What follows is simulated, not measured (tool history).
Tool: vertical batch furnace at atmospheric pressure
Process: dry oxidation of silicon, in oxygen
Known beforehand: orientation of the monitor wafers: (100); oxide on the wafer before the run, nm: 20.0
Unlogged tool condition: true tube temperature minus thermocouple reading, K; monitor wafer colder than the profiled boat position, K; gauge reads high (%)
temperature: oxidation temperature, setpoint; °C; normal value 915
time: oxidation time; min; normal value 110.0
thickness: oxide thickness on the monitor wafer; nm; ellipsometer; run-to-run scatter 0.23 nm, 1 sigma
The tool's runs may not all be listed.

run     day  temperature   time  wafers since the last listed run  hours since the last temperature calibration  hours since the boat lift was adjusted  hours since the gauge calibration  read-back reference wafer on the same gauge, thickness  thickness
  1   0.000          915  110.0                                 0                                        1439.9                                  4303.8                             1144.8                                                   36.45      42.05
  2   1.817          915  110.0                               520                                        1483.5                                  4347.4                             1188.4                                                   36.45      41.72
  3   3.483          915  110.0                               477                                        1523.5                                  4387.4                             1228.4                                                   36.48      41.74
  4   5.862          915  144.0                               681                                        1580.6                                  4444.5                             1285.5                                                   36.39      47.74
  5   9.683          915  144.0                              1094                                        1672.3                                  4536.2                             1377.2                                                   36.30      47.47
  6  13.858          915  110.0                              1195                                        1772.5                                  4636.4                             1477.4                                                   36.43      41.82
  7  26.812          915  110.0                              3710                                        2083.4                                  4947.3                             1788.3                                                   36.39      41.91
  8  30.404          921  110.0                              1028                                        2169.6                                  5033.5                             1874.5                                                   36.44      43.76
     30.479  -- gauge calibrated
  9  38.904          921  110.0                              2434                                        2373.6                                  5237.5                              202.2                                                   36.36      43.48
 10  41.033          915  110.0                               609                                        2424.7                                  5288.6                              253.3                                                   36.38      41.93
 11  42.646          915  110.0                               461                                        2463.4                                  5327.3                              292.0                                                   36.34      41.92
 12  44.879          915  110.0                               639                                        2517.0                                  5380.9                              345.6                                                   36.38      41.81
 13  46.983          915  110.0                               602                                        2567.5                                  5431.4                              396.1                                                   36.34      41.42
     49.875  -- thermocouples replaced and temperature profile calibrated
 14  50.346          915   59.5                               676                                          11.3                                  5512.1                              476.8                                                   36.35      32.20
 15  51.950          915  110.0                               459                                          49.8                                  5550.6                              515.3                                                   36.48      41.61
 16  54.429          906  124.5                               710                                         109.3                                  5610.1                              574.8                                                   36.50      41.39
 17  56.571          915  110.0                               613                                         160.7                                  5661.5                              626.2                                                   36.33      41.67
     60.971  -- boat lift adjusted
 18  63.171          915  132.5                              1604                                         319.1                                    52.8                              784.6                                                   36.41      45.57
 19  65.217          892   68.0                               586                                         368.2                                   101.9                              833.7                                                   36.42      29.48
 20  68.817          915  110.0                              1031                                         454.6                                   188.3                              920.1                                                   36.45      41.78
 21  72.412          896  144.0                              1030                                         540.9                                   274.6                             1006.4                                                   36.42      41.12
 22  75.012          931  110.0                               744                                         603.3                                   337.0                             1068.8                                                   36.46      47.14
 23  79.258          907   94.5                              1216                                         705.2                                   438.9                             1170.7                                                   36.41      36.91
 24  82.538          892   68.0                               939                                         783.9                                   517.6                             1249.4                                                   36.34      30.25

What if the next run were any one of these 5? Each begins from the tool's condition after run 24:
  A  82.796          915  110.0                                73                                         790.1                                   523.8                             1255.6                                                       ?          ?
  B  82.796          936  110.0                                73                                         790.1                                   523.8                             1255.6                                                       ?          ?
  C  82.796          936  156.5                                73                                         790.1                                   523.8                             1255.6                                                       ?          ?
  D  82.796          893   88.0                                73                                         790.1                                   523.8                             1255.6                                                       ?          ?
  E  82.796          901  150.5                                73                                         790.1                                   523.8                             1255.6                                                       ?          ?

run  read-back reference wafer on the same gauge, thickness  thickness
  A                                                   36.39      41.83
  B                                                   36.39      49.16
  C                                                   36.39      60.11
  D                                                   36.39      32.87
  E                                                   36.39      43.90
Take away the tool's hidden state, keep each run's random variation, and the runs would have read:
run  thickness
  A      41.83
  B      49.16
  C      60.11
  D      32.87
  E      43.90
